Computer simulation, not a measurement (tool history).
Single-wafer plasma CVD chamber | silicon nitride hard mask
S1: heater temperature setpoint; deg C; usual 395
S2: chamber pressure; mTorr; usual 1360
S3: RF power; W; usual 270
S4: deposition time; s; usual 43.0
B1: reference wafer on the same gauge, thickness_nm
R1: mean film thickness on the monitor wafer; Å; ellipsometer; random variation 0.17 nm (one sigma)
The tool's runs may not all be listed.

| run | hour | S1 | S2 | S3 | S4 | B1 | R1 |
|---|---|---|---|---|---|---|---|
| 1 | 0.0 | 395 | 1360 | 235 | 43.0 | 47.905 | 343.50 |
| 2 | 33.3 | 395 | 1360 | 235 | 43.0 | 47.951 | 342.32 |
| 3 | 60.5 | 395 | 1360 | 235 | 43.0 | 47.960 | 344.71 |
| 4 | 95.3 | 395 | 1360 | 270 | 43.0 | 47.906 | 396.45 |
| 5 | 122.6 | 395 | 1360 | 270 | 43.0 | 47.902 | 392.90 |
| 6 | 142.2 | 395 | 1360 | 270 | 43.0 | 47.874 | 390.81 |
| 7 | 172.0 | 395 | 1360 | 270 | 43.0 | 47.839 | 391.78 |
|  | 191.4 | thermocouple changed; heater temperature recalibrated |
| 8 | 197.5 | 395 | 1160 | 270 | 49.6 | 47.914 | 431.22 |
|  | 207.2 | gauge calibrated |
| 9 | 220.4 | 405 | 1360 | 270 | 43.0 | 47.900 | 391.00 |
| 10 | 240.9 | 405 | 1360 | 270 | 43.0 | 47.891 | 385.57 |
|  | 272.2 | RF generator calibrated |
| 11 | 276.5 | 395 | 1360 | 305 | 49.2 | 47.896 | 546.19 |
| 12 | 304.8 | 395 | 1360 | 305 | 49.2 | 47.880 | 545.44 |
| 13 | 337.2 | 387 | 1680 | 305 | 46.3 | 47.898 | 541.04 |
|  | 359.1 | capacitance manometer re-zeroed and calibrated |
| 14 | 360.3 | 395 | 1450 | 285 | 43.0 | 47.774 | 452.81 |
| 15 | 384.1 | 380 | 1070 | 310 | 47.4 | 47.896 | 504.57 |
| 16 | 414.5 | 409 | 1520 | 245 | 49.8 | 47.780 | 456.56 |
| 17 | 429.8 | 395 | 1360 | 270 | 49.9 | 47.928 | 494.03 |
| 18 | 451.1 | 395 | 1360 | 270 | 43.0 | 47.899 | 427.54 |
| 19 | 474.3 | 391 | 1360 | 270 | 45.4 | 47.908 | 451.21 |
|  | 483.5 | showerhead replaced |
| 20 | 502.1 | 401 | 1360 | 270 | 43.0 | 47.874 | 424.83 |
| 21 | 520.1 | 395 | 1090 | 230 | 43.0 | 47.868 | 341.72 |

Run 22 comes next. What will it give?
| 22 | 549.7 | 395 | 1360 | 225 | 43.0 | ? | ? |

Run 22 gave B1 47.957, R1 349.83 Å.
Without the tool's hidden state the same run would have given R1 352.32 Å.
